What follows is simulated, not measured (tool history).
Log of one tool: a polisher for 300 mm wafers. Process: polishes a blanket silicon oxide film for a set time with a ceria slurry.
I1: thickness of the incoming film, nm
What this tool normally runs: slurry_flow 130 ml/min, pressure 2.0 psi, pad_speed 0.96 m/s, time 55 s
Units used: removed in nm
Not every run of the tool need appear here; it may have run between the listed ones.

Run 1, hour 0.0: usual settings; I1 1528.3. Result: removed 146.1 nm.
At hour 38.1: head pressure recalibrated.
Run 2, hour 47.1: usual settings; I1 1528.7. Result: removed 136.5 nm.
At hour 108.3: worn pad replaced by a new one.
Run 3, hour 127.5: usual settings but pressure 2.4 psi, pad_speed 1.06 m/s; I1 1506.6. Result: removed 175.0 nm.
Run 4, hour 231.1: usual settings but pressure 2.4 psi, pad_speed 1.06 m/s; I1 1518.9. Result: removed 174.4 nm.
Run 5, hour 289.4: usual settings but pressure 2.4 psi, pad_speed 1.06 m/s; I1 1556.6. Result: removed 175.3 nm.
At hour 314.1: slurry nozzle cleaned.
Run 6, hour 344.5: usual settings; I1 1563.5. Result: removed 138.0 nm.
At hour 364.5: worn pad replaced by a new one.
Run 7, hour 405.4: usual settings; I1 1517.9. Result: removed 138.0 nm.
Run 8, hour 492.1: usual settings but pressure 2.2 psi, time 42 s; I1 1549.4. Result: removed 117.9 nm.
Run 9, hour 568.2: usual settings but pressure 2.2 psi, time 42 s; I1 1527.0. Result: removed 116.5 nm.
At hour 591.8: worn pad replaced by a new one.
Run 10, hour 620.4: usual settings but pad_speed 0.82 m/s, time 47 s; I1 1549.7. Result: removed 106.4 nm.
At hour 653.0: slurry nozzle cleaned.
Run 11, hour 723.6: usual settings but pad_speed 1.28 m/s, time 36 s; I1 1537.4. Result: removed 116.1 nm.
Run 12, hour 821.4: usual settings but pressure 1.4 psi, pad_speed 0.86 m/s, time 48 s; I1 1541.4. Result: removed 81.6 nm.
At hour 860.3: worn pad replaced by a new one.
Run 13, hour 910.9: usual settings but pressure 1.4 psi, pad_speed 0.86 m/s, time 48 s; I1 1517.4. Result: removed 82.4 nm.
Run 14, hour 987.6: usual settings; I1 1547.4. Result: removed 148.6 nm.
At hour 1030.0: head pressure recalibrated.
At hour 1058.7: slurry nozzle cleaned.
Run 15, hour 1065.3: usual settings but slurry_flow 150 ml/min, pressure 2.2 psi; I1 1520.0. Result: removed 152.7 nm.
At hour 1121.3: worn pad replaced by a new one.
Run 16, hour 1124.8: usual settings but pressure 2.6 psi, time 48 s; I1 1550.2. Result: removed 155.3 nm.
Run 17, hour 1221.5: usual settings but slurry_flow 105 ml/min, pressure 2.4 psi; I1 1534.5. Result: removed 153.5 nm.
Run 18, hour 1260.3: usual settings; I1 1548.5. Result: removed 136.9 nm.
Run 19, hour 1314.6: usual settings but slurry_flow 145 ml/min; I1 1527.2. Result: removed 139.5 nm.

Per-run results on a tool with no hidden state, each run keeping its own random variation:
Hidden state present: removal rate lost through wear of the pad, %; slurry flow missing at the pad, %; deviation of the head's pressure from its setpoint, %.
run  removed
  1    134.4
  2    135.7
  3    173.8
  4    172.7
  5    173.1
  6    135.8
  7    135.2
  8    114.7
  9    112.4
 10    102.1
 11    109.9
 12     76.2
 13     75.8
 14    134.8
 15    151.9
 16    154.4
 17    152.2
 18    135.5
 19    137.7
